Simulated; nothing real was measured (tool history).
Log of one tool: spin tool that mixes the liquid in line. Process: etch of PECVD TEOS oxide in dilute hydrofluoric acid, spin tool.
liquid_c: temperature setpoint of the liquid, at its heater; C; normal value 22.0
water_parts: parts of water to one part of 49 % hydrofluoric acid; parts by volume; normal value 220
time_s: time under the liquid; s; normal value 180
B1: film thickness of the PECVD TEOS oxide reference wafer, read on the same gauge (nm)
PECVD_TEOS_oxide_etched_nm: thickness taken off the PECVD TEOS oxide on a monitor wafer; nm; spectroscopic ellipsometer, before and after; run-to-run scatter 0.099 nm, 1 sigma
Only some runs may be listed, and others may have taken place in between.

run 1 hour=0.0 | liquid_c=22.0 water_parts=220 time_s=240 | B1=140.00 | PECVD_TEOS_oxide_etched_nm=13.27
run 2 hour=24.5 | liquid_c=22.0 water_parts=220 time_s=180 | B1=140.00 | PECVD_TEOS_oxide_etched_nm=9.85
run 3 hour=96.1 | liquid_c=22.0 water_parts=220 time_s=180 | B1=139.97 | PECVD_TEOS_oxide_etched_nm=9.80
-- hour=114.7 thermometer replaced
run 4 hour=130.5 | liquid_c=22.0 water_parts=220 time_s=180 | B1=140.03 | PECVD_TEOS_oxide_etched_nm=9.86
run 5 hour=189.6 | liquid_c=22.0 water_parts=220 time_s=180 | B1=139.99 | PECVD_TEOS_oxide_etched_nm=9.69
run 6 hour=221.6 | liquid_c=19.0 water_parts=310 time_s=180 | B1=139.99 | PECVD_TEOS_oxide_etched_nm=5.67
run 7 hour=246.2 | liquid_c=22.0 water_parts=300 time_s=180 | B1=140.02 | PECVD_TEOS_oxide_etched_nm=6.60
run 8 hour=293.4 | liquid_c=22.0 water_parts=300 time_s=180 | B1=139.99 | PECVD_TEOS_oxide_etched_nm=6.61
run 9 hour=329.1 | liquid_c=22.0 water_parts=300 time_s=180 | B1=140.02 | PECVD_TEOS_oxide_etched_nm=6.55
-- hour=365.3 hydrofluoric acid flow meter replaced
run 10 hour=374.5 | liquid_c=22.0 water_parts=220 time_s=180 | B1=139.99 | PECVD_TEOS_oxide_etched_nm=10.53
-- hour=380.8 gauge calibrated
run 11 hour=434.6 | liquid_c=26.0 water_parts=220 time_s=220 | B1=139.99 | PECVD_TEOS_oxide_etched_nm=15.00
run 12 hour=486.3 | liquid_c=23.5 water_parts=290 time_s=150 | B1=140.00 | PECVD_TEOS_oxide_etched_nm=6.58
run 13 hour=598.9 | liquid_c=22.0 water_parts=220 time_s=95 | B1=140.01 | PECVD_TEOS_oxide_etched_nm=5.54
run 14 hour=664.3 | liquid_c=19.0 water_parts=220 time_s=95 | B1=140.00 | PECVD_TEOS_oxide_etched_nm=4.89
run 15 hour=704.8 | liquid_c=17.0 water_parts=220 time_s=130 | B1=140.00 | PECVD_TEOS_oxide_etched_nm=6.38
run 16 hour=749.6 | liquid_c=19.5 water_parts=115 time_s=95 | B1=139.97 | PECVD_TEOS_oxide_etched_nm=10.82
run 17 hour=810.7 | liquid_c=22.0 water_parts=220 time_s=180 | B1=140.02 | PECVD_TEOS_oxide_etched_nm=10.45
run 18 hour=865.9 | liquid_c=19.0 water_parts=220 time_s=180 | B1=140.00 | PECVD_TEOS_oxide_etched_nm=9.30
run 19 hour=924.7 | liquid_c=20.5 water_parts=220 time_s=250 | B1=140.01 | PECVD_TEOS_oxide_etched_nm=13.52
run 20 hour=958.6 | liquid_c=22.0 water_parts=220 time_s=180 | B1=140.01 | PECVD_TEOS_oxide_etched_nm=10.36
run 21 hour=1015.5 | liquid_c=20.5 water_parts=220 time_s=180 | B1=139.98 | PECVD_TEOS_oxide_etched_nm=9.75
run 22 hour=1079.3 | liquid_c=22.0 water_parts=220 time_s=180 | B1=139.99 | PECVD_TEOS_oxide_etched_nm=10.38
run 23 hour=1135.8 | liquid_c=17.5 water_parts=280 time_s=180 | B1=139.98 | PECVD_TEOS_oxide_etched_nm=6.50
run 24 hour=1195.3 | liquid_c=19.5 water_parts=220 time_s=180 | B1=140.01 | PECVD_TEOS_oxide_etched_nm=9.33
run 25 hour=1247.4 | liquid_c=22.0 water_parts=185 time_s=110 | B1=139.99 | PECVD_TEOS_oxide_etched_nm=7.86
run 26 hour=1420.5 | liquid_c=18.0 water_parts=220 time_s=180 | B1=140.03 | PECVD_TEOS_oxide_etched_nm=8.79
-- hour=1560.7 thermometer replaced
run 27 hour=1563.0 | liquid_c=22.0 water_parts=220 time_s=180 | B1=140.00 | PECVD_TEOS_oxide_etched_nm=10.12
run 28 hour=1590.0 | liquid_c=24.0 water_parts=220 time_s=180 | B1=139.97 | PECVD_TEOS_oxide_etched_nm=11.00
run 29 hour=1628.0 | liquid_c=20.0 water_parts=275 time_s=85 | B1=140.00 | PECVD_TEOS_oxide_etched_nm=3.35
run 30 hour=1680.3 | liquid_c=17.5 water_parts=220 time_s=80 | B1=140.01 | PECVD_TEOS_oxide_etched_nm=3.83
run 31 hour=1739.4 | liquid_c=23.5 water_parts=145 time_s=180 | B1=140.03 | PECVD_TEOS_oxide_etched_nm=17.84
run 32 hour=1777.6 | liquid_c=22.0 water_parts=220 time_s=180 | B1=139.98 | PECVD_TEOS_oxide_etched_nm=10.36

Some steps in PECVD_TEOS_oxide_etched_nm between neighbouring runs. How much of each would the tool show without its hidden state too (settings, what came in, random variation), and how much is left for the hidden state, with any gauge scatter that isn't in both results?
What the log doesn't record here: liquid hotter than its thermometer reads (K); hydrofluoric acid flow below the setpoint (%); gauge reads high (%).
Run 5 -> 6: liquid_c 22.0 -> 19.0, water_parts 220 -> 310. PECVD_TEOS_oxide_etched_nm -4.02 nm: hidden state +0.32, all else -4.34.
Run 9 -> 10: water_parts 300 -> 220, hydrofluoric acid flow meter replaced. PECVD_TEOS_oxide_etched_nm +3.98 nm: hidden state +0.58, all else +3.40.
Run 11 -> 12: liquid_c 26.0 -> 23.5, water_parts 220 -> 290, time_s 220 -> 150. PECVD_TEOS_oxide_etched_nm -8.42 nm: hidden state +0.02, all else -8.44.
Run 28 -> 29: liquid_c 24.0 -> 20.0, water_parts 220 -> 275, time_s 180 -> 85. PECVD_TEOS_oxide_etched_nm -7.65 nm: hidden state +0.29, all else -7.94.
Run 30 -> 31: liquid_c 17.5 -> 23.5, water_parts 220 -> 145, time_s 80 -> 180. PECVD_TEOS_oxide_etched_nm +14.01 nm: hidden state -0.58, all else +14.59.

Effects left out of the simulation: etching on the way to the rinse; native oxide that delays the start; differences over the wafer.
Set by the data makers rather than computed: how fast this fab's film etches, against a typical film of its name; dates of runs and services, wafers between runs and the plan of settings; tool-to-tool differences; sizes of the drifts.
